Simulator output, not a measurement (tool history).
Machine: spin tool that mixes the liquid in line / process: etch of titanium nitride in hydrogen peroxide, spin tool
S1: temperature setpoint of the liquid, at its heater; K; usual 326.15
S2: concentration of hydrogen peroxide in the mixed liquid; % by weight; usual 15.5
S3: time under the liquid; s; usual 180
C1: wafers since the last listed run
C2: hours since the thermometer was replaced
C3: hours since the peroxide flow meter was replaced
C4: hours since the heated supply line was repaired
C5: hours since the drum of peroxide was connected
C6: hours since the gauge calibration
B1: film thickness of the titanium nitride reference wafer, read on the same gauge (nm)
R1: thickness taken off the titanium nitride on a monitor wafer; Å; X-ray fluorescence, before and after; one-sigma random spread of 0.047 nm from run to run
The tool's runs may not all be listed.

{"run": 1, "hour": 0.0, "S1": 326.15, "S2": 15.5, "S3": 95, "C1": 0, "C2": 473.5, "C3": 949.9, "C4": 1256.8, "C5": 776.8, "C6": 788.8, "B1": 99.98, "R1": 24.6}
{"run": 2, "hour": 29.2, "S1": 331.65, "S2": 15.5, "S3": 115, "C1": 155, "C2": 502.7, "C3": 979.1, "C4": 1286, "C5": 806, "C6": 818, "B1": 100.01, "R1": 44.4}
{"run": 3, "hour": 54.3, "S1": 331.65, "S2": 15.5, "S3": 115, "C1": 133, "C2": 527.8, "C3": 1004.2, "C4": 1311.1, "C5": 831.1, "C6": 843.1, "B1": 99.99, "R1": 43.7}
{"run": 4, "hour": 68.3, "S1": 331.65, "S2": 15.5, "S3": 115, "C1": 74, "C2": 541.8, "C3": 1018.2, "C4": 1325.1, "C5": 845.1, "C6": 857.1, "B1": 100.01, "R1": 43.9}
{"run": 5, "hour": 98.3, "S1": 326.15, "S2": 13, "S3": 275, "C1": 159, "C2": 571.8, "C3": 1048.2, "C4": 1355.1, "C5": 875.1, "C6": 887.1, "B1": 100.01, "R1": 67.7}
{"run": 6, "hour": 121.0, "S1": 326.15, "S2": 15.5, "S3": 125, "C1": 120, "C2": 594.5, "C3": 1070.9, "C4": 1377.8, "C5": 897.8, "C6": 909.8, "B1": 100.01, "R1": 31.9}
{"run": 7, "hour": 141.5, "S1": 331.15, "S2": 17.5, "S3": 95, "C1": 108, "C2": 615, "C3": 1091.4, "C4": 1398.3, "C5": 918.3, "C6": 930.3, "B1": 100.03, "R1": 35.9}
{"hour": 143.9, "done": "peroxide flow meter replaced"}
{"run": 8, "hour": 156.6, "S1": 326.15, "S2": 15.5, "S3": 100, "C1": 74, "C2": 630.1, "C3": 12.7, "C4": 1413.4, "C5": 933.4, "C6": 945.4, "B1": 100.03, "R1": 25.8}
{"hour": 246.2, "done": "thermometer replaced"}
{"run": 9, "hour": 261.6, "S1": 326.15, "S2": 15.5, "S3": 180, "C1": 552, "C2": 15.4, "C3": 117.7, "C4": 1518.4, "C5": 1038.4, "C6": 1050.4, "B1": 99.99, "R1": 46.4}
{"run": 10, "hour": 274.2, "S1": 330.65, "S2": 17, "S3": 135, "C1": 66, "C2": 28, "C3": 130.3, "C4": 1531, "C5": 1051, "C6": 1063, "B1": 100, "R1": 47.7}
{"run": 11, "hour": 336.8, "S1": 331.15, "S2": 20, "S3": 95, "C1": 332, "C2": 90.6, "C3": 192.9, "C4": 1593.6, "C5": 1113.6, "C6": 1125.6, "B1": 100, "R1": 36.4}
{"run": 12, "hour": 361.6, "S1": 326.15, "S2": 20, "S3": 110, "C1": 131, "C2": 115.4, "C3": 217.7, "C4": 1618.4, "C5": 1138.4, "C6": 1150.4, "B1": 100.01, "R1": 29.3}
{"hour": 379.4, "done": "gauge calibrated"}
{"run": 13, "hour": 395.3, "S1": 326.15, "S2": 15.5, "S3": 180, "C1": 178, "C2": 149.1, "C3": 251.4, "C4": 1652.1, "C5": 1172.1, "C6": 15.9, "B1": 100.01, "R1": 45.3}
{"hour": 420.6, "done": "new drum of peroxide connected"}
{"hour": 428.3, "done": "heated supply line repaired"}
{"run": 14, "hour": 428.8, "S1": 326.15, "S2": 15.5, "S3": 210, "C1": 167, "C2": 182.6, "C3": 284.9, "C4": 0.5, "C5": 8.2, "C6": 49.4, "B1": 100.02, "R1": 59.3}
{"run": 15, "hour": 444.6, "S1": 317.65, "S2": 12, "S3": 180, "C1": 83, "C2": 198.4, "C3": 300.7, "C4": 16.3, "C5": 24, "C6": 65.2, "B1": 99.98, "R1": 26.2}
{"run": 16, "hour": 459.7, "S1": 331.65, "S2": 15.5, "S3": 115, "C1": 80, "C2": 213.5, "C3": 315.8, "C4": 31.4, "C5": 39.1, "C6": 80.3, "B1": 100, "R1": 47.9}
{"run": 17, "hour": 474.3, "S1": 333.15, "S2": 17, "S3": 290, "C1": 77, "C2": 228.1, "C3": 330.4, "C4": 46, "C5": 53.7, "C6": 94.9, "B1": 100.02, "R1": 137.2}
{"run": 18, "hour": 491.4, "S1": 326.15, "S2": 17.5, "S3": 180, "C1": 90, "C2": 245.2, "C3": 347.5, "C4": 63.1, "C5": 70.8, "C6": 112, "B1": 100, "R1": 51.9}
{"run": 19, "hour": 522.0, "S1": 326.15, "S2": 15.5, "S3": 180, "C1": 162, "C2": 275.8, "C3": 378.1, "C4": 93.7, "C5": 101.4, "C6": 142.6, "B1": 99.98, "R1": 51.5}
{"run": 20, "hour": 548.4, "S1": 326.15, "S2": 15.5, "S3": 180, "C1": 140, "C2": 302.2, "C3": 404.5, "C4": 120.1, "C5": 127.8, "C6": 169, "B1": 100.03, "R1": 51.2}
{"run": 21, "hour": 566.1, "S1": 319.65, "S2": 15.5, "S3": 280, "C1": 93, "C2": 319.9, "C3": 422.2, "C4": 137.8, "C5": 145.5, "C6": 186.7, "B1": 100, "R1": 49.6}
{"run": 22, "hour": 582.3, "S1": 330.15, "S2": 14.5, "S3": 280, "C1": 86, "C2": 336.1, "C3": 438.4, "C4": 154, "C5": 161.7, "C6": 202.9, "B1": 100.03, "R1": 103.2}
{"run": 23, "hour": 596.3, "S1": 326.15, "S2": 15.5, "S3": 180, "C1": 74, "C2": 350.1, "C3": 452.4, "C4": 168, "C5": 175.7, "C6": 216.9, "B1": 100.02, "R1": 51.3}
{"run": 24, "hour": 669.5, "S1": 326.15, "S2": 15.5, "S3": 180, "C1": 388, "C2": 423.3, "C3": 525.6, "C4": 241.2, "C5": 248.9, "C6": 290.1, "B1": 100, "R1": 50.3}

Predict each of these 5 candidate next runs independently; none follows another, all start after run 24:
{"run": "A", "hour": 670.0, "S1": 326.15, "S2": 15.5, "S3": 115, "C1": 2, "C2": 423.8, "C3": 526.1, "C4": 241.7, "C5": 249.4, "C6": 290.6, "B1": "?", "R1": "?"}
{"run": "B", "hour": 670.0, "S1": 326.15, "S2": 18.5, "S3": 180, "C1": 2, "C2": 423.8, "C3": 526.1, "C4": 241.7, "C5": 249.4, "C6": 290.6, "B1": "?", "R1": "?"}
{"run": "C", "hour": 670.0, "S1": 326.15, "S2": 15.5, "S3": 90, "C1": 2, "C2": 423.8, "C3": 526.1, "C4": 241.7, "C5": 249.4, "C6": 290.6, "B1": "?", "R1": "?"}
{"run": "D", "hour": 670.0, "S1": 336.15, "S2": 15.5, "S3": 180, "C1": 2, "C2": 423.8, "C3": 526.1, "C4": 241.7, "C5": 249.4, "C6": 290.6, "B1": "?", "R1": "?"}
{"run": "E", "hour": 670.0, "S1": 326.15, "S2": 12.5, "S3": 215, "C1": 2, "C2": 423.8, "C3": 526.1, "C4": 241.7, "C5": 249.4, "C6": 290.6, "B1": "?", "R1": "?"}

run=A B1=100.02 R1=32.3
run=B B1=100.02 R1=52.6
run=C B1=100.02 R1=25.3
run=D B1=100.02 R1=100.9
run=E B1=100.02 R1=57.8
Without the tool's hidden state the same runs would have given:
run=A R1=33.5
run=B R1=54.4
run=C R1=26.2
run=D R1=104.2
run=E R1=59.8

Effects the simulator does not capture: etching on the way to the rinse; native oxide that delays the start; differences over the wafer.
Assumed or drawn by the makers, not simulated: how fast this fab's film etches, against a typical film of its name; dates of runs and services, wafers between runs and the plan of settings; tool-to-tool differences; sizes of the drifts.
